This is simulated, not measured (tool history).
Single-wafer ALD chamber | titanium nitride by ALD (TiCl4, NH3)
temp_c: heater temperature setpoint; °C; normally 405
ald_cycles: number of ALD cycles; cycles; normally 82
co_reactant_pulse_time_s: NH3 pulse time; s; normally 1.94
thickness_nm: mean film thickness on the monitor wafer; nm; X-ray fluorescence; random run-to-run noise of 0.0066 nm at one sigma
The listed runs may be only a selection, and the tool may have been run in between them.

| run | day | temp_c | ald_cycles | co_reactant_pulse_time_s | read-back reference wafer on the same gauge, thickness_nm | thickness_nm |
|---|---|---|---|---|---|---|
| 1 | 0 | 405 | 82 | 1.94 | 1.65 | 1.777 |
| 2 | 1.158 | 405 | 82 | 1.94 | 1.651 | 1.768 |
| 3 | 4.579 | 405 | 82 | 1.94 | 1.649 | 1.763 |
| 4 | 5.196 | 405 | 82 | 2.44 | 1.649 | 1.781 |
| 5 | 6.567 | 405 | 82 | 1.94 | 1.65 | 1.778 |
| 6 | 7.638 | 405 | 82 | 1.94 | 1.651 | 1.773 |
| 7 | 8.712 | 405 | 82 | 1.94 | 1.652 | 1.758 |
| 8 | 10.179 | 405 | 82 | 1.43 | 1.649 | 1.758 |
| 9 | 11.146 | 405 | 82 | 1.94 | 1.65 | 1.775 |
| 10 | 12.012 | 405 | 87 | 1.94 | 1.65 | 1.881 |
| 11 | 12.729 | 405 | 87 | 1.94 | 1.649 | 1.876 |
| 12 | 13.338 | 405 | 87 | 1.94 | 1.65 | 1.889 |
| 13 | 14.296 | 405 | 75 | 1.94 | 1.65 | 1.609 |
| 14 | 15.712 | 405 | 82 | 1.94 | 1.65 | 1.766 |
| 15 | 18.638 | 397 | 82 | 1.94 | 1.649 | 1.769 |
| 16 | 19.875 | 405 | 82 | 1.94 | 1.651 | 1.765 |
| 17 | 21.204 | 411 | 97 | 1.48 | 1.65 | 2.078 |
| 18 | 22.408 | 411 | 93 | 2.61 | 1.65 | 2.029 |
| 19 | 23.212 | 405 | 82 | 1.94 | 1.65 | 1.771 |
| 20 | 27.354 | 405 | 82 | 1.94 | 1.652 | 1.78 |
| 21 | 28.433 | 416 | 82 | 2.6 | 1.65 | 1.794 |
|  | 28.808 | thermocouple changed; heater temperature recalibrated |
|  | 29.046 | gauge calibrated |
| 22 | 29.196 | 411 | 94 | 1.94 | 1.651 | 2.04 |
|  | 30.892 | showerhead replaced |
| 23 | 30.912 | 419 | 82 | 1.94 | 1.652 | 1.78 |
| 24 | 31.679 | 405 | 89 | 1.55 | 1.651 | 1.892 |
| 25 | 32.538 | 405 | 82 | 1.94 | 1.65 | 1.765 |
| 26 | 36.1 | 405 | 82 | 1.94 | 1.65 | 1.767 |
| 27 | 37.167 | 405 | 69 | 1.73 | 1.65 | 1.475 |
| 28 | 37.929 | 405 | 82 | 1.94 | 1.649 | 1.782 |
| 29 | 38.962 | 405 | 76 | 1.94 | 1.649 | 1.631 |
| 30 | 40.083 | 394 | 67 | 1.23 | 1.649 | 1.415 |
| 31 | 41.571 | 411 | 76 | 2.24 | 1.651 | 1.649 |

Consider 4 possible next runs. They are alternatives, not a sequence: every one starts from the tool as it was left by run 31. What does each give?
| A | 41.596 | 405 | 82 | 1.94 | ? | ? |
| B | 41.596 | 409 | 68 | 1.94 | ? | ? |
| C | 41.596 | 414 | 69 | 2.33 | ? | ? |
| D | 41.596 | 411 | 98 | 2.69 | ? | ? |

| run | read-back reference wafer on the same gauge, thickness_nm | thickness_nm |
|---|---|---|
| A | 1.649 | 1.765 |
| B | 1.649 | 1.466 |
| C | 1.649 | 1.497 |
| D | 1.649 | 2.132 |
Take away the tool's hidden state, keep each run's random variation, and the runs would have read:
| run | thickness_nm |
|---|---|
| A | 1.765 |
| B | 1.466 |
| C | 1.497 |
| D | 2.132 |
